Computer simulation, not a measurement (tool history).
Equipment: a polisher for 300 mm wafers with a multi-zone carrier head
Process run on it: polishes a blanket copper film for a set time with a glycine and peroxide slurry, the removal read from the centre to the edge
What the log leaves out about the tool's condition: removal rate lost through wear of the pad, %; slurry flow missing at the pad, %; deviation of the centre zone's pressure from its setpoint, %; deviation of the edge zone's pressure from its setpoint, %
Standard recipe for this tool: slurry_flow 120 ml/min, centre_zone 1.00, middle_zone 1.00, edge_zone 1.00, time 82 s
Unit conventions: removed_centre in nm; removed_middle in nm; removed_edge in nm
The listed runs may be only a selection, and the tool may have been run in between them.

run   hour  slurry_flow  centre_zone  middle_zone  edge_zone  time  wafers since the last listed run  wafers polished on this pad  hours since the slurry nozzle was cleaned  hours since the centre zone pressure was calibrated  hours since the edge zone pressure was calibrated  hours since the carrier head's membrane was replaced  incoming thickness of the incoming film, nm  removed_centre  removed_middle  removed_edge
  1    0.0          135         1.06         1.00       1.00    82                                 0                         1228                                      673.4                                                365.2                                              582.2                                                  47.7                                        959.0           264.6           263.7         263.2
  2   51.2          120         1.00         1.00       1.03    82                               665                         1894                                      724.6                                                416.4                                              633.4                                                  98.9                                        949.6           243.8           250.1         262.2
  3  118.8          120         1.00         1.00       1.03    82                               878                         2773                                      792.2                                                484.0                                              701.0                                                 166.5                                        955.4           237.4           247.3         248.5
  4  176.0          120         1.00         1.00       1.03    82                               743                         3516                                      849.4                                                541.2                                              758.2                                                 223.7                                        956.2           235.8           246.6         249.4
     209.4  -- slurry nozzle cleaned
  5  214.8          120         1.00         0.91       1.00    82                               491                         4008                                        5.4                                                580.0                                              797.0                                                 262.5                                        963.7           230.5           223.2         243.5
     245.0  -- centre zone pressure recalibrated
  6  277.1          120         1.00         0.91       1.00    82                               783                         4792                                       67.7                                                 32.1                                              859.3                                                 324.8                                        964.6           234.7           221.7         244.9
     286.1  -- worn pad replaced by a new one
     438.9  -- edge zone pressure recalibrated
  7  468.8          120         1.00         0.91       1.00    82                              2414                         2348                                      259.4                                                223.8                                               29.9                                                 516.5                                        950.2           237.5           229.8         247.7
  8  525.0          120         1.00         1.00       1.10    82                               730                         3079                                      315.6                                                280.0                                               86.1                                                 572.7                                        945.9           237.7           237.6         255.3
  9  594.7          120         1.00         1.00       1.00    82                               906                         3985                                      385.3                                                349.7                                              155.8                                                 642.4                                        932.5           232.1           241.0         245.2
 10  635.9          155         1.03         0.89       0.90    82                               535                         4521                                      426.5                                                390.9                                              197.0                                                 683.6                                        965.8           246.8           228.7         241.7
     690.0  -- worn pad replaced by a new one
 11  692.9          120         1.06         1.11       1.00    82                               689                           37                                      483.5                                                447.9                                              254.0                                                 740.6                                        956.7           273.0           302.8         285.6
 12  741.7           90         1.00         0.91       1.00   102                               634                          671                                      532.3                                                496.7                                              302.8                                                 789.4                                        962.4           289.0           276.8         313.9
 13  776.8          120         1.00         1.00       1.00    82                               456                         1128                                      567.4                                                531.8                                              337.9                                                 824.5                                        956.6           247.3           260.6         261.9
 14  804.3          120         1.00         0.91       1.00    82                               357                         1485                                      594.9                                                559.3                                              365.4                                                 852.0                                        963.1           242.3           233.3         254.8
     855.6  -- centre zone pressure recalibrated
 15  873.8          120         1.04         1.00       0.96    82                               877                         2363                                      664.4                                                 18.2                                              434.9                                                 921.5                                        955.2           240.6           244.4         245.4
     903.3  -- slurry nozzle cleaned
 16  931.9           95         1.07         0.94       1.04    82                               742                         3105                                       28.6                                                 76.3                                              493.0                                                 979.6                                        943.0           231.8           219.3         243.0

Run 17 has not been measured yet. What should we expect?
 17  968.1          135         0.94         1.04       0.91    82                               470                         3576                                       64.8                                                112.5                                              529.2                                                1015.8                                        936.3               ?               ?             ?

Run 17 came out at removed_centre 232.8 nm, removed_middle 259.0 nm, removed_edge 240.0 nm.
On a tool with no hidden condition, and with the same random variation, this run would have come out at removed_centre 263.2 nm, removed_middle 292.8 nm, removed_edge 271.2 nm.
